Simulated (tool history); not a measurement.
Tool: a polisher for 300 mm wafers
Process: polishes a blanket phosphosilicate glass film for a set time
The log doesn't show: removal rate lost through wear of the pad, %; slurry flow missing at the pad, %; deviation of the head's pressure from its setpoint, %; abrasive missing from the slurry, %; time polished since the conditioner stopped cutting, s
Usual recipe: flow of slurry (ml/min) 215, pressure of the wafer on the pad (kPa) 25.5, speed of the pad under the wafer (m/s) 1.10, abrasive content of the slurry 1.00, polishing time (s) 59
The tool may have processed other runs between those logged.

| run | hour | flow of slurry (ml/min) | pressure of the wafer on the pad (kPa) | speed of the pad under the wafer (m/s) | abrasive content of the slurry | polishing time (s) | wafers since the last listed run | wafers polished on this pad | hours since the slurry nozzle was cleaned | hours since the head pressure was calibrated | hours since the slurry blender was calibrated | hours since the conditioning disc was replaced | incoming thickness of the incoming film, nm | film removed (nm) |
|---|---|---|---|---|---|---|---|---|---|---|---|---|---|---|
| 1 | 0.0 | 215 | 25.5 | 1.10 | 1.05 | 59 | 0 | 893 | 367.8 | 1331.3 | 127.8 | 77.3 | 1976.1 | 680.9 |
| 2 | 10.6 | 215 | 25.5 | 1.10 | 1.05 | 59 | 117 | 1011 | 378.4 | 1341.9 | 138.4 | 87.9 | 1975.4 | 708.4 |
| 3 | 27.9 | 215 | 25.5 | 1.10 | 1.05 | 59 | 192 | 1203 | 395.7 | 1359.2 | 155.7 | 105.2 | 1966.7 | 684.5 |
|  | 33.9 | head pressure recalibrated |
|  | 43.3 | worn pad replaced by a new one |
| 4 | 44.8 | 215 | 25.5 | 1.10 | 0.90 | 59 | 120 | 17 | 412.6 | 10.9 | 172.6 | 122.1 | 1935.6 | 625.4 |
| 5 | 57.3 | 215 | 25.5 | 1.10 | 0.90 | 59 | 138 | 155 | 425.1 | 23.4 | 185.1 | 134.6 | 1956.3 | 630.4 |
| 6 | 72.9 | 215 | 25.5 | 0.96 | 1.00 | 59 | 173 | 328 | 440.7 | 39.0 | 200.7 | 150.2 | 1941.1 | 598.3 |
| 7 | 80.2 | 215 | 25.5 | 1.10 | 1.00 | 59 | 81 | 409 | 448.0 | 46.3 | 208.0 | 157.5 | 1984.3 | 671.1 |
| 8 | 89.4 | 215 | 25.5 | 1.10 | 1.00 | 59 | 102 | 512 | 457.2 | 55.5 | 217.2 | 166.7 | 1959.7 | 664.1 |
| 9 | 98.4 | 215 | 29.6 | 1.10 | 1.00 | 46 | 99 | 611 | 466.2 | 64.5 | 226.2 | 175.7 | 1935.6 | 592.5 |
| 10 | 112.2 | 215 | 25.5 | 1.20 | 1.20 | 59 | 153 | 765 | 480.0 | 78.3 | 240.0 | 189.5 | 1979.4 | 789.6 |
| 11 | 135.1 | 275 | 25.5 | 1.10 | 1.00 | 59 | 254 | 1019 | 502.9 | 101.2 | 262.9 | 212.4 | 1963.4 | 697.8 |
|  | 149.2 | worn pad replaced by a new one |
| 12 | 149.7 | 215 | 32.4 | 0.98 | 1.00 | 59 | 117 | 6 | 517.5 | 115.8 | 277.5 | 227.0 | 1950.8 | 722.1 |
| 13 | 158.9 | 215 | 22.8 | 1.48 | 1.00 | 59 | 102 | 108 | 526.7 | 125.0 | 286.7 | 236.2 | 1993.6 | 739.0 |
| 14 | 175.8 | 215 | 20.7 | 0.80 | 0.85 | 70 | 187 | 295 | 543.6 | 141.9 | 303.6 | 253.1 | 1976.6 | 453.7 |
| 15 | 185.5 | 215 | 18.6 | 1.38 | 1.00 | 59 | 107 | 403 | 553.3 | 151.6 | 313.3 | 262.8 | 1959.0 | 613.2 |
| 16 | 196.8 | 215 | 25.5 | 1.10 | 1.00 | 59 | 125 | 528 | 564.6 | 162.9 | 324.6 | 274.1 | 1964.0 | 649.5 |
| 17 | 205.3 | 215 | 25.5 | 1.10 | 1.00 | 59 | 94 | 623 | 573.1 | 171.4 | 333.1 | 282.6 | 1953.2 | 652.3 |
|  | 218.2 | conditioning disc replaced and pad reconditioned |
|  | 230.4 | slurry nozzle cleaned |
| 18 | 233.0 | 215 | 25.5 | 1.36 | 1.00 | 65 | 274 | 897 | 2.6 | 199.1 | 360.8 | 14.8 | 1954.0 | 924.4 |
|  | 239.2 | slurry blender recalibrated |
| 19 | 243.1 | 215 | 25.5 | 1.10 | 1.00 | 59 | 89 | 987 | 12.7 | 209.2 | 3.9 | 24.9 | 1979.1 | 696.4 |
|  | 257.6 | worn pad replaced by a new one |
| 20 | 258.1 | 215 | 25.5 | 1.10 | 1.00 | 59 | 122 | 5 | 27.7 | 224.2 | 18.9 | 39.9 | 1966.3 | 700.8 |
| 21 | 272.2 | 190 | 34.5 | 1.10 | 1.00 | 59 | 156 | 162 | 41.8 | 238.3 | 33.0 | 54.0 | 1958.2 | 882.9 |
| 22 | 278.2 | 215 | 25.5 | 1.10 | 1.20 | 59 | 66 | 229 | 47.8 | 244.3 | 39.0 | 60.0 | 1951.7 | 761.2 |
| 23 | 291.4 | 160 | 25.5 | 0.94 | 1.10 | 59 | 146 | 375 | 61.0 | 257.5 | 52.2 | 73.2 | 1979.9 | 629.2 |
| 24 | 305.3 | 215 | 25.5 | 1.10 | 1.00 | 59 | 154 | 529 | 74.9 | 271.4 | 66.1 | 87.1 | 1971.3 | 692.3 |
| 25 | 315.7 | 215 | 21.4 | 1.10 | 1.00 | 59 | 115 | 645 | 85.3 | 281.8 | 76.5 | 97.5 | 1979.8 | 591.3 |
| 26 | 365.1 | 140 | 25.5 | 0.82 | 0.80 | 67 | 548 | 1193 | 134.7 | 331.2 | 125.9 | 146.9 | 1946.6 | 497.2 |

Hidden state at the last listed run before each entry between runs and at the first one after, where it differs:
Logged between run 3 and run 4: head pressure recalibrated (hour 33.9); worn pad replaced by a new one (hour 43.3)
  slurry flow missing at the pad, %: 28.4 -> 29.5
  measured less the result without the state, film removed (nm): -25.8 -> -24.9
Logged between run 11 and run 12: worn pad replaced by a new one (hour 149.2)
  slurry flow missing at the pad, %: 35.7 -> 36.7
  measured less the result without the state, film removed (nm): -29.7 -> -39.0
Logged between run 17 and run 18: conditioning disc replaced and pad reconditioned (hour 218.2); slurry nozzle cleaned (hour 230.4)
  slurry flow missing at the pad, %: 40.6 -> 0.209
  measured less the result without the state, film removed (nm): -40.9 -> -0.2
Logged between run 18 and run 19: slurry blender recalibrated (hour 239.2)
  slurry flow missing at the pad, %: 0.209 -> 0.903
  measured less the result without the state, film removed (nm): -0.2 -> -0.7
Logged between run 19 and run 20: worn pad replaced by a new one (hour 257.6)
  slurry flow missing at the pad, %: 0.903 -> 1.93
  measured less the result without the state, film removed (nm): -0.7 -> -1.4

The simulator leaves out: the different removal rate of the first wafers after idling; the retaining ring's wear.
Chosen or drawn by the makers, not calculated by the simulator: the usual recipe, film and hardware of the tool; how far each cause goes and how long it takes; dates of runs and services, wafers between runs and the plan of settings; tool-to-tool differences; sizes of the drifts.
